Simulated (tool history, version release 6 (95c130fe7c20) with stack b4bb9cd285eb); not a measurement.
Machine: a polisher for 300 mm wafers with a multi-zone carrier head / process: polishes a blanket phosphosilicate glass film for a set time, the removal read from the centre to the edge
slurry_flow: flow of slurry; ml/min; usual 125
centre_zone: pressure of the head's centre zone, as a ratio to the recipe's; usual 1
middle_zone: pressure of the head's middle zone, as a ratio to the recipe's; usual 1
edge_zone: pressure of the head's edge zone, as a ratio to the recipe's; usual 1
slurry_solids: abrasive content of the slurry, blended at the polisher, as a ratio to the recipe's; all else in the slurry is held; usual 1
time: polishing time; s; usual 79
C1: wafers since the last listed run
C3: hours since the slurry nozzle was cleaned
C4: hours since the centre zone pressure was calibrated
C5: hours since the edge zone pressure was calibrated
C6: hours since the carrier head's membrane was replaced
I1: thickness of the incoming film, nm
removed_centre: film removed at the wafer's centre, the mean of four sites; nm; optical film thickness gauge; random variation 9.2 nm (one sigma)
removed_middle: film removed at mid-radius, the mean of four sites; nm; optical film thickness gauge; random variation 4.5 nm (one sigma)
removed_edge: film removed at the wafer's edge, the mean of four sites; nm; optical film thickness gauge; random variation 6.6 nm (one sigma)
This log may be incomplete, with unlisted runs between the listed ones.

run 1 day=0 | slurry_flow=125 centre_zone=1 middle_zone=1 edge_zone=1 slurry_solids=1 time=79 | C1=0 wafers_polished_on_this_pad=1979 C3=298.5 C4=234.1 C5=1352.7 C6=829.1 | I1=3251.7 | removed_centre=665.4 removed_middle=675.7 removed_edge=680.7
-- day=3.267 edge zone pressure recalibrated
-- day=3.979 worn pad replaced by a new one
-- day=11.683 slurry nozzle cleaned
run 2 day=12.896 | slurry_flow=125 centre_zone=1 middle_zone=1 edge_zone=1 slurry_solids=1 time=79 | C1=2221 wafers_polished_on_this_pad=1564 C3=29.1 C4=543.6 C5=231.1 C6=1138.6 | I1=3201.7 | removed_centre=702.4 removed_middle=681.7 removed_edge=666.9
-- day=14.008 carrier head's membrane replaced by a new one
run 3 day=16.2 | slurry_flow=125 centre_zone=1 middle_zone=1 edge_zone=1 slurry_solids=1 time=79 | C1=545 wafers_polished_on_this_pad=2109 C3=108.4 C4=622.9 C5=310.4 C6=52.6 | I1=3231.3 | removed_centre=726 removed_middle=683.2 removed_edge=676.6
-- day=17.429 centre zone pressure recalibrated
-- day=20.138 worn pad replaced by a new one
run 4 day=20.2 | slurry_flow=125 centre_zone=1 middle_zone=1 edge_zone=1 slurry_solids=1 time=79 | C1=661 wafers_polished_on_this_pad=10 C3=204.4 C4=66.5 C5=406.4 C6=148.6 | I1=3208.1 | removed_centre=658.4 removed_middle=670.4 removed_edge=687.1
run 5 day=24.317 | slurry_flow=125 centre_zone=1 middle_zone=1 edge_zone=1 slurry_solids=1 time=79 | C1=725 wafers_polished_on_this_pad=736 C3=303.2 C4=165.3 C5=505.2 C6=247.4 | I1=3239.7 | removed_centre=664.5 removed_middle=677.8 removed_edge=670.6
run 6 day=26.612 | slurry_flow=125 centre_zone=1 middle_zone=1.05 edge_zone=1 slurry_solids=1 time=61 | C1=404 wafers_polished_on_this_pad=1141 C3=358.3 C4=220.4 C5=560.3 C6=302.5 | I1=3189.5 | removed_centre=518.1 removed_middle=549.7 removed_edge=522.8
run 7 day=31.104 | slurry_flow=125 centre_zone=1 middle_zone=1.05 edge_zone=1 slurry_solids=1 time=61 | C1=791 wafers_polished_on_this_pad=1933 C3=466.1 C4=328.2 C5=668.1 C6=410.3 | I1=3236 | removed_centre=535.3 removed_middle=547.8 removed_edge=530.2
run 8 day=35.354 | slurry_flow=125 centre_zone=1 middle_zone=1 edge_zone=1 slurry_solids=1 time=79 | C1=749 wafers_polished_on_this_pad=2682 C3=568.1 C4=430.2 C5=770.1 C6=512.3 | I1=3316.6 | removed_centre=690.9 removed_middle=680 removed_edge=682.3
-- day=35.775 slurry nozzle cleaned
-- day=36.892 worn pad replaced by a new one
run 9 day=39.775 | slurry_flow=125 centre_zone=1 middle_zone=1 edge_zone=1 slurry_solids=1 time=79 | C1=742 wafers_polished_on_this_pad=508 C3=96 C4=536.3 C5=876.2 C6=618.4 | I1=3229.5 | removed_centre=701.2 removed_middle=675.6 removed_edge=676.9
-- day=42.621 centre zone pressure recalibrated
run 10 day=43.671 | slurry_flow=125 centre_zone=1 middle_zone=1 edge_zone=1 slurry_solids=1 time=79 | C1=672 wafers_polished_on_this_pad=1180 C3=189.5 C4=25.2 C5=969.7 C6=711.9 | I1=3293.8 | removed_centre=654.2 removed_middle=682.1 removed_edge=682.8
run 11 day=46.388 | slurry_flow=125 centre_zone=1 middle_zone=1 edge_zone=0.95 slurry_solids=1.2 time=79 | C1=478 wafers_polished_on_this_pad=1659 C3=254.7 C4=90.4 C5=1034.9 C6=777.1 | I1=3265.9 | removed_centre=707.7 removed_middle=737.1 removed_edge=723.3
run 12 day=50.083 | slurry_flow=125 centre_zone=1 middle_zone=1 edge_zone=1.05 slurry_solids=1.1 time=69 | C1=651 wafers_polished_on_this_pad=2310 C3=343.4 C4=179.1 C5=1123.6 C6=865.8 | I1=3234.4 | removed_centre=614.8 removed_middle=632.3 removed_edge=631.2
-- day=52.9 edge zone pressure recalibrated
-- day=53.279 worn pad replaced by a new one
run 13 day=53.8 | slurry_flow=125 centre_zone=1 middle_zone=1 edge_zone=1.11 slurry_solids=1 time=79 | C1=611 wafers_polished_on_this_pad=92 C3=432.6 C4=268.3 C5=21.6 C6=955 | I1=3234.6 | removed_centre=671.5 removed_middle=683.8 removed_edge=711.5
run 14 day=56.658 | slurry_flow=125 centre_zone=1.09 middle_zone=1 edge_zone=1.1 slurry_solids=1 time=79 | C1=503 wafers_polished_on_this_pad=595 C3=501.2 C4=336.9 C5=90.2 C6=1023.6 | I1=3227.3 | removed_centre=750.8 removed_middle=679.5 removed_edge=707.3
-- day=59.3 carrier head's membrane replaced by a new one
-- day=60.475 slurry nozzle cleaned
run 15 day=60.954 | slurry_flow=125 centre_zone=1 middle_zone=1 edge_zone=1 slurry_solids=1 time=79 | C1=713 wafers_polished_on_this_pad=1309 C3=11.5 C4=440 C5=193.3 C6=39.7 | I1=3250.1 | removed_centre=670.3 removed_middle=681 removed_edge=670.3
run 16 day=64.121 | slurry_flow=100 centre_zone=1 middle_zone=1 edge_zone=1 slurry_solids=1 time=79 | C1=558 wafers_polished_on_this_pad=1867 C3=87.5 C4=516 C5=269.3 C6=115.7 | I1=3231.8 | removed_centre=671.4 removed_middle=661.7 removed_edge=661.5
-- day=67.638 worn pad replaced by a new one
run 17 day=67.696 | slurry_flow=105 centre_zone=1 middle_zone=0.95 edge_zone=0.91 slurry_solids=1 time=102 | C1=600 wafers_polished_on_this_pad=9 C3=173.3 C4=601.8 C5=355.1 C6=201.5 | I1=3238 | removed_centre=890.7 removed_middle=818.1 removed_edge=814.3
-- day=71.654 centre zone pressure recalibrated
run 18 day=72.117 | slurry_flow=170 centre_zone=1 middle_zone=1 edge_zone=1.07 slurry_solids=1 time=79 | C1=764 wafers_polished_on_this_pad=774 C3=279.4 C4=11.1 C5=461.2 C6=307.6 | I1=3238.3 | removed_centre=688.5 removed_middle=702.2 removed_edge=713.4
run 19 day=76.142 | slurry_flow=125 centre_zone=1.05 middle_zone=1 edge_zone=1 slurry_solids=1.15 time=79 | C1=709 wafers_polished_on_this_pad=1483 C3=376 C4=107.7 C5=557.8 C6=404.2 | I1=3218.8 | removed_centre=772.8 removed_middle=726.6 removed_edge=723.2
run 20 day=78.371 | slurry_flow=125 centre_zone=1 middle_zone=1 edge_zone=1 slurry_solids=1 time=79 | C1=392 wafers_polished_on_this_pad=1876 C3=429.5 C4=161.2 C5=611.3 C6=457.7 | I1=3281.4 | removed_centre=687 removed_middle=673.4 removed_edge=676.5
run 21 day=80.508 | slurry_flow=125 centre_zone=1.09 middle_zone=1 edge_zone=1.1 slurry_solids=1 time=79 | C1=376 wafers_polished_on_this_pad=2253 C3=480.8 C4=212.5 C5=662.6 C6=509 | I1=3214.3 | removed_centre=734.9 removed_middle=680.3 removed_edge=693.9

Consider 4 possible next runs. They are alternatives, not a sequence: every one starts from the tool as it was left by run 21. What does each give?
run A day=80.529 | slurry_flow=125 centre_zone=1.04 middle_zone=1 edge_zone=1 slurry_solids=1 time=79 | C1=3 wafers_polished_on_this_pad=2257 C3=481.3 C4=213 C5=663.1 C6=509.5 | I1=3259 | removed_centre=? removed_middle=? removed_edge=?
run B day=80.529 | slurry_flow=95 centre_zone=1.04 middle_zone=1 edge_zone=1 slurry_solids=1.1 time=106 | C1=3 wafers_polished_on_this_pad=2257 C3=481.3 C4=213 C5=663.1 C6=509.5 | I1=3259 | removed_centre=? removed_middle=? removed_edge=?
run C day=80.529 | slurry_flow=85 centre_zone=0.92 middle_zone=1 edge_zone=1 slurry_solids=1 time=79 | C1=3 wafers_polished_on_this_pad=2257 C3=481.3 C4=213 C5=663.1 C6=509.5 | I1=3259 | removed_centre=? removed_middle=? removed_edge=?
run D day=80.529 | slurry_flow=125 centre_zone=1 middle_zone=1 edge_zone=1 slurry_solids=0.85 time=79 | C1=3 wafers_polished_on_this_pad=2257 C3=481.3 C4=213 C5=663.1 C6=509.5 | I1=3259 | removed_centre=? removed_middle=? removed_edge=?

run=A removed_centre=716.5 removed_middle=679.8 removed_edge=676.1
run=B removed_centre=964.1 removed_middle=919.9 removed_edge=925.6
run=C removed_centre=595.9 removed_middle=645.1 removed_edge=651.9
run=D removed_centre=631.9 removed_middle=623.9 removed_edge=620.3
Take away the tool's hidden state, keep each run's random variation, and the runs would have read:
run=A removed_centre=698.1 removed_middle=679.9 removed_edge=676.1
run=B removed_centre=939.5 removed_middle=920 removed_edge=925.6
run=C removed_centre=580.5 removed_middle=645.2 removed_edge=651.9
run=D removed_centre=615.7 removed_middle=623.9 removed_edge=620.3
